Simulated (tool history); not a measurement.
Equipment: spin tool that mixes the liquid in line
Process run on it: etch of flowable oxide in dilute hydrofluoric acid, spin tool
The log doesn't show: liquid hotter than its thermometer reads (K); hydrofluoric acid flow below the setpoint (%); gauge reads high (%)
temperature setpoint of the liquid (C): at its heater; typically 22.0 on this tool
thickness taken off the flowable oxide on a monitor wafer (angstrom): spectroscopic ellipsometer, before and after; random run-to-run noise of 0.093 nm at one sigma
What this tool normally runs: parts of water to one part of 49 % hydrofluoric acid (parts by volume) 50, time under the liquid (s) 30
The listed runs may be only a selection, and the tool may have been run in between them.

| run | hour | temperature setpoint of the liquid (C) | parts of water to one part of 49 % hydrofluoric acid (parts by volume) | time under the liquid (s) | wafers since the last listed run | hours since the thermometer was replaced | hours since the hydrofluoric acid flow meter was replaced | hours since the gauge calibration | read-back film thickness of the flowable oxide reference wafer, read on the same gauge (nm) | thickness taken off the flowable oxide on a monitor wafer (angstrom) |
|---|---|---|---|---|---|---|---|---|---|---|
| 1 | 0.0 | 22.0 | 35 | 30 | 0 | 1341.3 | 120.4 | 777.5 | 149.99 | 169.0 |
| 2 | 60.1 | 22.0 | 35 | 30 | 852 | 1401.4 | 180.5 | 837.6 | 150.01 | 168.4 |
|  | 122.3 | thermometer replaced |
| 3 | 163.7 | 23.0 | 50 | 30 | 1456 | 41.4 | 284.1 | 941.2 | 149.99 | 117.9 |
| 4 | 240.2 | 23.0 | 50 | 30 | 1085 | 117.9 | 360.6 | 1017.7 | 149.97 | 118.2 |
| 5 | 307.7 | 22.0 | 50 | 30 | 958 | 185.4 | 428.1 | 1085.2 | 149.98 | 110.4 |
| 6 | 400.0 | 22.0 | 50 | 30 | 1309 | 277.7 | 520.4 | 1177.5 | 150.01 | 111.7 |
| 7 | 460.9 | 22.0 | 50 | 30 | 864 | 338.6 | 581.3 | 1238.4 | 150.00 | 110.6 |
| 8 | 559.7 | 22.0 | 50 | 30 | 1402 | 437.4 | 680.1 | 1337.2 | 150.02 | 109.2 |
| 9 | 629.8 | 22.0 | 65 | 30 | 994 | 507.5 | 750.2 | 1407.3 | 149.98 | 80.8 |
| 10 | 692.5 | 18.0 | 50 | 30 | 889 | 570.2 | 812.9 | 1470.0 | 150.01 | 90.4 |
| 11 | 752.8 | 18.0 | 50 | 30 | 855 | 630.5 | 873.2 | 1530.3 | 150.00 | 90.1 |
|  | 774.4 | gauge calibrated |
| 12 | 835.1 | 18.0 | 50 | 30 | 1168 | 712.8 | 955.5 | 60.7 | 149.97 | 89.1 |
|  | 868.7 | hydrofluoric acid flow meter replaced |
| 13 | 872.7 | 22.0 | 50 | 30 | 519 | 750.4 | 4.0 | 98.3 | 149.98 | 118.1 |
| 14 | 932.2 | 22.0 | 50 | 30 | 844 | 809.9 | 63.5 | 157.8 | 149.98 | 118.3 |
| 15 | 991.2 | 22.0 | 70 | 30 | 837 | 868.9 | 122.5 | 216.8 | 150.01 | 82.3 |
| 16 | 1029.1 | 22.0 | 40 | 30 | 537 | 906.8 | 160.4 | 254.7 | 149.98 | 146.6 |
| 17 | 1070.6 | 24.5 | 30 | 30 | 589 | 948.3 | 201.9 | 296.2 | 150.00 | 218.6 |
| 18 | 1125.9 | 23.0 | 50 | 30 | 784 | 1003.6 | 257.2 | 351.5 | 149.99 | 119.6 |
| 19 | 1214.9 | 20.5 | 30 | 15 | 1263 | 1092.6 | 346.2 | 440.5 | 150.00 | 91.7 |
| 20 | 1310.8 | 22.0 | 40 | 30 | 1361 | 1188.5 | 442.1 | 536.4 | 150.02 | 142.3 |
| 21 | 1393.6 | 22.0 | 50 | 30 | 1175 | 1271.3 | 524.9 | 619.2 | 150.01 | 113.0 |
|  | 1424.5 | thermometer replaced |
| 22 | 1471.2 | 18.0 | 50 | 35 | 1087 | 46.7 | 602.5 | 696.8 | 150.01 | 108.5 |
| 23 | 1534.6 | 24.5 | 50 | 50 | 899 | 110.1 | 665.9 | 760.2 | 149.98 | 202.6 |
| 24 | 1605.6 | 22.0 | 50 | 15 | 1007 | 181.1 | 736.9 | 831.2 | 150.00 | 55.0 |
| 25 | 1677.8 | 23.0 | 50 | 30 | 1024 | 253.3 | 809.1 | 903.4 | 149.97 | 112.7 |
| 26 | 1746.3 | 22.0 | 50 | 20 | 972 | 321.8 | 877.6 | 971.9 | 150.01 | 70.1 |
| 27 | 1790.3 | 23.5 | 50 | 40 | 624 | 365.8 | 921.6 | 1015.9 | 150.02 | 153.6 |
| 28 | 1847.3 | 24.5 | 30 | 50 | 808 | 422.8 | 978.6 | 1072.9 | 149.99 | 337.3 |
|  | 1871.1 | hydrofluoric acid flow meter replaced |
| 29 | 1948.9 | 22.0 | 50 | 30 | 1427 | 524.4 | 77.8 | 1174.5 | 149.99 | 115.9 |

Each row is a separate what-if for the run after 29, all from the same tool condition, not one after another. Results?
| A | 1949.3 | 22.0 | 50 | 30 | 5 | 524.8 | 78.2 | 1174.9 | ? | ? |
| B | 1949.3 | 22.0 | 30 | 30 | 5 | 524.8 | 78.2 | 1174.9 | ? | ? |
| C | 1949.3 | 23.5 | 70 | 40 | 5 | 524.8 | 78.2 | 1174.9 | ? | ? |

| run | read-back film thickness of the flowable oxide reference wafer, read on the same gauge (nm) | thickness taken off the flowable oxide on a monitor wafer (angstrom) |
|---|---|---|
| A | 149.99 | 116.3 |
| B | 149.99 | 198.8 |
| C | 149.99 | 114.8 |
Stripped of hidden state, with their random variation kept, the same runs would have yielded:
| run | thickness taken off the flowable oxide on a monitor wafer (angstrom) |
|---|---|
| A | 118.6 |
| B | 202.8 |
| C | 117.2 |
